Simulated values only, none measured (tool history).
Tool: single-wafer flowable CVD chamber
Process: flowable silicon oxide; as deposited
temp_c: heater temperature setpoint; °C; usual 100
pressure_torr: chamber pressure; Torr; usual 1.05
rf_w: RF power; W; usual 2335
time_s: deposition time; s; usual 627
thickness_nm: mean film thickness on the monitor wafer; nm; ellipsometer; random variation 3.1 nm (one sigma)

run     day  temp_c  pressure_torr  rf_w  time_s  wafers since the last listed run  hours since the last thermocouple change  hours since the last RF generator calibration  hours since the last manometer calibration  hours since the showerhead was replaced  hours since the gauge calibration  read-back reference wafer on the same gauge, thickness_nm  thickness_nm
  1   0.000     100           1.05  2335     627                                 0                                     688.0                                         1403.7                                      1828.1                                   4230.0                             1144.5                                                    476.285       506.022
      0.138  -- gauge calibrated
  2   4.796     100           1.05  2335     627                               432                                     803.1                                         1518.8                                      1943.2                                   4345.1                              111.8                                                    476.847       504.546
  3   5.871     100           1.05  2335     627                                96                                     828.9                                         1544.6                                      1969.0                                   4370.9                              137.6                                                    477.680       509.304
  4   7.675     100           1.05  2220     627                               162                                     872.2                                         1587.9                                      2012.3                                   4414.2                              180.9                                                    476.693       500.987
  5   9.021     100           1.05  2220     627                               121                                     904.5                                         1620.2                                      2044.6                                   4446.5                              213.2                                                    476.850       495.808
  6  10.500     100           1.05  2220     627                               133                                     940.0                                         1655.7                                      2080.1                                   4482.0                              248.7                                                    476.951       500.179
  7  11.838      92           1.05  2050     627                               120                                     972.1                                         1687.8                                      2112.2                                   4514.1                              280.8                                                    477.268       614.791
  8  13.871     100           1.05  2335     627                               183                                    1020.9                                         1736.6                                      2161.0                                   4562.9                              329.6                                                    477.569       502.664
  9  15.450     100           1.05  2335     627                               142                                    1058.8                                         1774.5                                      2198.9                                   4600.8                              367.5                                                    476.552       501.865
     17.600  -- thermocouple changed; heater temperature recalibrated
 10  17.900     100           1.05  2335     627                               190                                       7.2                                         1833.3                                      2257.7                                   4659.6                              426.3                                                    477.732       496.646
 11  19.650     104           1.05  2335     627                               157                                      49.2                                         1875.3                                      2299.7                                   4701.6                              468.3                                                    477.171       443.907
 12  21.338     104           1.05  2335     627                               152                                      89.7                                         1915.8                                      2340.2                                   4742.1                              508.8                                                    477.023       438.481
 13  23.350     100           1.05  2335     592                               181                                     138.0                                         1964.1                                      2388.5                                   4790.4                              557.1                                                    477.027       467.209
 14  25.846      95           1.05  1915     627                               224                                     197.9                                         2024.0                                      2448.4                                   4850.3                              617.0                                                    477.567       542.603
 15  27.871     100           1.14  2335     627                               182                                     246.5                                         2072.6                                      2497.0                                   4898.9                              665.6                                                    477.068       537.824
 16  30.325     100           1.05  2335     627                               221                                     305.4                                         2131.5                                      2555.9                                   4957.8                              724.5                                                    476.522       481.504
     31.667  -- showerhead replaced
 17  32.838     100           1.05  2335     627                               196                                     365.7                                         2191.8                                      2616.2                                     28.1                              784.8                                                    477.407       485.749
 18  33.975     100           1.26  2480     665                               102                                     393.0                                         2219.1                                      2643.5                                     55.4                              812.1                                                    476.771       625.595
 19  36.700     100           1.05  2060     627                               245                                     458.4                                         2284.5                                      2708.9                                    120.8                              877.5                                                    477.416       475.287
     37.442  -- capacitance manometer re-zeroed and calibrated
     40.346  -- gauge calibrated
 20  41.454     115           1.05  2335     627                               398                                     572.5                                         2398.6                                        96.3                                    234.9                               26.6                                                    477.032       342.477

The next listed run, before its measurement:
     41.821  -- RF generator calibrated
 21  43.058     111           1.05  2335     627                               114                                     611.0                                           29.7                                       134.8                                    273.4                               65.1                                                          ?             ?

Run 21 gave read-back reference wafer on the same gauge, thickness_nm 477.031, thickness_nm 383.361 nm.
Without the tool's hidden state the same run would have given thickness_nm 384.139 nm.

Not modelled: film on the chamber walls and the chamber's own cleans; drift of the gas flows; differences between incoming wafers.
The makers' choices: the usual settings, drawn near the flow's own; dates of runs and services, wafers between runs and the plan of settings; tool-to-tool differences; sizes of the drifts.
